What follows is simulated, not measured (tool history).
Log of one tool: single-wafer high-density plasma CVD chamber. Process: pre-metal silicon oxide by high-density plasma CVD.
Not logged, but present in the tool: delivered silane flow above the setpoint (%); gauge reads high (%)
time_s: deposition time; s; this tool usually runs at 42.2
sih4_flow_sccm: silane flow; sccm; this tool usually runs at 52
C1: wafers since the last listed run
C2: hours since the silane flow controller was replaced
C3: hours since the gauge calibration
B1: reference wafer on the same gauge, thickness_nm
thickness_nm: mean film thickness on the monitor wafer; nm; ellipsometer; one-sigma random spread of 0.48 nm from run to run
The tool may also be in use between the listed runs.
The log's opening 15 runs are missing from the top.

run 16 day=14.908 | time_s=42.2 sih4_flow_sccm=52 | C1=512 C2=4519.1 C3=979.1 | B1=177.952 | thickness_nm=205.034
run 17 day=16.083 | time_s=44.7 sih4_flow_sccm=52 | C1=573 C2=4547.3 C3=1007.3 | B1=177.972 | thickness_nm=217.784
run 18 day=17.192 | time_s=42.2 sih4_flow_sccm=49 | C1=540 C2=4573.9 C3=1033.9 | B1=178.021 | thickness_nm=193.637
run 19 day=17.833 | time_s=46.9 sih4_flow_sccm=52 | C1=312 C2=4589.3 C3=1049.3 | B1=178.157 | thickness_nm=228.978
run 20 day=18.512 | time_s=42.2 sih4_flow_sccm=52 | C1=331 C2=4605.6 C3=1065.6 | B1=177.974 | thickness_nm=205.076
run 21 day=19.079 | time_s=39.2 sih4_flow_sccm=45 | C1=276 C2=4619.2 C3=1079.2 | B1=177.974 | thickness_nm=165.220
run 22 day=19.600 | time_s=48.6 sih4_flow_sccm=44 | C1=253 C2=4631.7 C3=1091.7 | B1=177.987 | thickness_nm=200.699
-- day=20.138 gauge calibrated
run 23 day=20.379 | time_s=42.2 sih4_flow_sccm=52 | C1=379 C2=4650.4 C3=5.8 | B1=178.157 | thickness_nm=205.625
run 24 day=21.462 | time_s=42.2 sih4_flow_sccm=57 | C1=528 C2=4676.4 C3=31.8 | B1=177.990 | thickness_nm=224.580
-- day=22.642 silane flow controller replaced
run 25 day=25.417 | time_s=47.1 sih4_flow_sccm=47 | C1=1765 C2=66.6 C3=126.7 | B1=177.974 | thickness_nm=220.874
run 26 day=26.142 | time_s=50.0 sih4_flow_sccm=49 | C1=353 C2=84.0 C3=144.1 | B1=177.952 | thickness_nm=243.822
run 27 day=27.342 | time_s=42.2 sih4_flow_sccm=46 | C1=585 C2=112.8 C3=172.9 | B1=178.010 | thickness_nm=192.901
run 28 day=28.629 | time_s=45.2 sih4_flow_sccm=59 | C1=627 C2=143.7 C3=203.8 | B1=178.049 | thickness_nm=263.922
run 29 day=29.550 | time_s=46.9 sih4_flow_sccm=52 | C1=449 C2=165.8 C3=225.9 | B1=178.062 | thickness_nm=242.180
run 30 day=30.529 | time_s=45.7 sih4_flow_sccm=52 | C1=477 C2=189.3 C3=249.4 | B1=177.983 | thickness_nm=235.588
run 31 day=31.417 | time_s=49.5 sih4_flow_sccm=52 | C1=432 C2=210.6 C3=270.7 | B1=178.101 | thickness_nm=254.880
run 32 day=32.321 | time_s=38.5 sih4_flow_sccm=45 | C1=440 C2=232.3 C3=292.4 | B1=177.965 | thickness_nm=170.902
run 33 day=36.725 | time_s=36.0 sih4_flow_sccm=60 | C1=2147 C2=338.0 C3=398.1 | B1=178.060 | thickness_nm=213.385

4 ways to go on from here, each from the tool as it stands after run 33. What would each give?
run A day=36.742 | time_s=42.2 sih4_flow_sccm=52 | C1=8 C2=338.4 C3=398.5 | B1=? | thickness_nm=?
run B day=36.742 | time_s=34.3 sih4_flow_sccm=48 | C1=8 C2=338.4 C3=398.5 | B1=? | thickness_nm=?
run C day=36.742 | time_s=42.2 sih4_flow_sccm=45 | C1=8 C2=338.4 C3=398.5 | B1=? | thickness_nm=?
run D day=36.742 | time_s=42.2 sih4_flow_sccm=47 | C1=8 C2=338.4 C3=398.5 | B1=? | thickness_nm=?

run=A B1=178.042 thickness_nm=216.781
run=B B1=178.042 thickness_nm=162.645
run=C B1=178.042 thickness_nm=187.599
run=D B1=178.042 thickness_nm=195.937
Without the tool's hidden state the same runs would have given:
run=A thickness_nm=218.585
run=B thickness_nm=163.998
run=C thickness_nm=189.160
run=D thickness_nm=197.567
